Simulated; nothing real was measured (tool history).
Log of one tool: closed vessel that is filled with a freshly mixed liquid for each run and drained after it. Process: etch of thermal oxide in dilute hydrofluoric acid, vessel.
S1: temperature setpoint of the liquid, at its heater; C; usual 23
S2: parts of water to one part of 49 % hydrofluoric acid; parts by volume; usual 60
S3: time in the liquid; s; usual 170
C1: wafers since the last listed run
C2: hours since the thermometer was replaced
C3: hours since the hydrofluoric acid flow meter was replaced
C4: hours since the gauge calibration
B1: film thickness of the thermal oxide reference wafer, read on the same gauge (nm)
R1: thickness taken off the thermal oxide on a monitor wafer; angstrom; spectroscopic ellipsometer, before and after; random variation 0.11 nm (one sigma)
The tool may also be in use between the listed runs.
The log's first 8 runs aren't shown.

{"run": 9, "hour": 188.8, "S1": 23, "S2": 60, "S3": 170, "C1": 3074, "C2": 2262.2, "C3": 1530.7, "C4": 61.4, "B1": 30.01, "R1": 135.4}
{"run": 10, "hour": 217.5, "S1": 23, "S2": 60, "S3": 245, "C1": 2594, "C2": 2290.9, "C3": 1559.4, "C4": 90.1, "B1": 29.97, "R1": 190.4}
{"run": 11, "hour": 235.9, "S1": 23, "S2": 60, "S3": 170, "C1": 1663, "C2": 2309.3, "C3": 1577.8, "C4": 108.5, "B1": 30.03, "R1": 133}
{"run": 12, "hour": 255.9, "S1": 23, "S2": 60, "S3": 170, "C1": 1808, "C2": 2329.3, "C3": 1597.8, "C4": 128.5, "B1": 29.99, "R1": 135.6}
{"run": 13, "hour": 271.1, "S1": 23, "S2": 40, "S3": 170, "C1": 1374, "C2": 2344.5, "C3": 1613, "C4": 143.7, "B1": 29.99, "R1": 204.6}
{"run": 14, "hour": 302.2, "S1": 23, "S2": 45, "S3": 210, "C1": 2811, "C2": 2375.6, "C3": 1644.1, "C4": 174.8, "B1": 30, "R1": 224.2}
{"hour": 349.2, "done": "hydrofluoric acid flow meter replaced"}
{"run": 15, "hour": 360.6, "S1": 23, "S2": 60, "S3": 170, "C1": 5189, "C2": 2434, "C3": 11.4, "C4": 233.2, "B1": 30, "R1": 143.1}
{"run": 16, "hour": 390.1, "S1": 23, "S2": 80, "S3": 120, "C1": 2667, "C2": 2463.5, "C3": 40.9, "C4": 262.7, "B1": 30, "R1": 74.2}
{"run": 17, "hour": 406.6, "S1": 24.5, "S2": 45, "S3": 240, "C1": 1491, "C2": 2480, "C3": 57.4, "C4": 279.2, "B1": 30.01, "R1": 293.6}
{"run": 18, "hour": 424.8, "S1": 18, "S2": 60, "S3": 170, "C1": 1645, "C2": 2498.2, "C3": 75.6, "C4": 297.4, "B1": 30.02, "R1": 114.9}
{"run": 19, "hour": 439.4, "S1": 21, "S2": 30, "S3": 135, "C1": 1320, "C2": 2512.8, "C3": 90.2, "C4": 312, "B1": 30, "R1": 216}
{"run": 20, "hour": 469.0, "S1": 23, "S2": 60, "S3": 170, "C1": 2676, "C2": 2542.4, "C3": 119.8, "C4": 341.6, "B1": 29.98, "R1": 143.8}
{"hour": 496.0, "done": "thermometer replaced"}
{"run": 21, "hour": 498.4, "S1": 19, "S2": 80, "S3": 220, "C1": 2567, "C2": 2.4, "C3": 149.2, "C4": 371, "B1": 29.99, "R1": 116.1}
{"run": 22, "hour": 527.8, "S1": 23, "S2": 85, "S3": 170, "C1": 2658, "C2": 31.8, "C3": 178.6, "C4": 400.4, "B1": 30, "R1": 99.2}
{"run": 23, "hour": 556.4, "S1": 26, "S2": 45, "S3": 115, "C1": 2585, "C2": 60.4, "C3": 207.2, "C4": 429, "B1": 30.01, "R1": 150.8}
{"hour": 574.3, "done": "hydrofluoric acid flow meter replaced, repeated, since the last time left the tool worse"}
{"run": 24, "hour": 585.3, "S1": 21, "S2": 30, "S3": 135, "C1": 2522, "C2": 89.3, "C3": 11, "C4": 457.9, "B1": 29.98, "R1": 191.1}
{"run": 25, "hour": 644.4, "S1": 28, "S2": 70, "S3": 125, "C1": 5343, "C2": 148.4, "C3": 70.1, "C4": 517, "B1": 29.98, "R1": 94.4}
{"run": 26, "hour": 673.4, "S1": 26, "S2": 60, "S3": 170, "C1": 2622, "C2": 177.4, "C3": 99.1, "C4": 546, "B1": 30.01, "R1": 140.6}
{"run": 27, "hour": 690.2, "S1": 25, "S2": 70, "S3": 170, "C1": 1518, "C2": 194.2, "C3": 115.9, "C4": 562.8, "B1": 30, "R1": 116}
{"run": 28, "hour": 718.5, "S1": 24.5, "S2": 50, "S3": 250, "C1": 2558, "C2": 222.5, "C3": 144.2, "C4": 591.1, "B1": 29.99, "R1": 239}
{"run": 29, "hour": 742.8, "S1": 25.5, "S2": 90, "S3": 85, "C1": 2197, "C2": 246.8, "C3": 168.5, "C4": 615.4, "B1": 30, "R1": 44.5}
{"run": 30, "hour": 789.8, "S1": 26.5, "S2": 75, "S3": 120, "C1": 4249, "C2": 293.8, "C3": 215.5, "C4": 662.4, "B1": 29.99, "R1": 79.1}
{"run": 31, "hour": 809.3, "S1": 21, "S2": 80, "S3": 170, "C1": 1763, "C2": 313.3, "C3": 235, "C4": 681.9, "B1": 30, "R1": 85.6}
{"run": 32, "hour": 844.7, "S1": 27, "S2": 50, "S3": 120, "C1": 3200, "C2": 348.7, "C3": 270.4, "C4": 717.3, "B1": 30.02, "R1": 127.3}
{"run": 33, "hour": 877.1, "S1": 27.5, "S2": 60, "S3": 140, "C1": 2929, "C2": 381.1, "C3": 302.8, "C4": 749.7, "B1": 30, "R1": 122.9}

Forecast each of these 5 alternatives for the next run:
{"run": "A", "hour": 877.8, "S1": 23, "S2": 60, "S3": 135, "C1": 63, "C2": 381.8, "C3": 303.5, "C4": 750.4, "B1": "?", "R1": "?"}
{"run": "B", "hour": 877.8, "S1": 23, "S2": 60, "S3": 110, "C1": 63, "C2": 381.8, "C3": 303.5, "C4": 750.4, "B1": "?", "R1": "?"}
{"run": "C", "hour": 877.8, "S1": 23, "S2": 35, "S3": 90, "C1": 63, "C2": 381.8, "C3": 303.5, "C4": 750.4, "B1": "?", "R1": "?"}
{"run": "D", "hour": 877.8, "S1": 19, "S2": 35, "S3": 220, "C1": 63, "C2": 381.8, "C3": 303.5, "C4": 750.4, "B1": "?", "R1": "?"}
{"run": "E", "hour": 877.8, "S1": 21, "S2": 35, "S3": 250, "C1": 63, "C2": 381.8, "C3": 303.5, "C4": 750.4, "B1": "?", "R1": "?"}

run=A B1=30.01 R1=100.8
run=B B1=30.01 R1=82.1
run=C B1=30.01 R1=118.9
run=D B1=30.01 R1=245.1
run=E B1=30.01 R1=303.5
Without the tool's hidden state the same runs would have given:
run=A R1=99.1
run=B R1=80.7
run=C R1=117
run=D R1=241.1
run=E R1=298.5
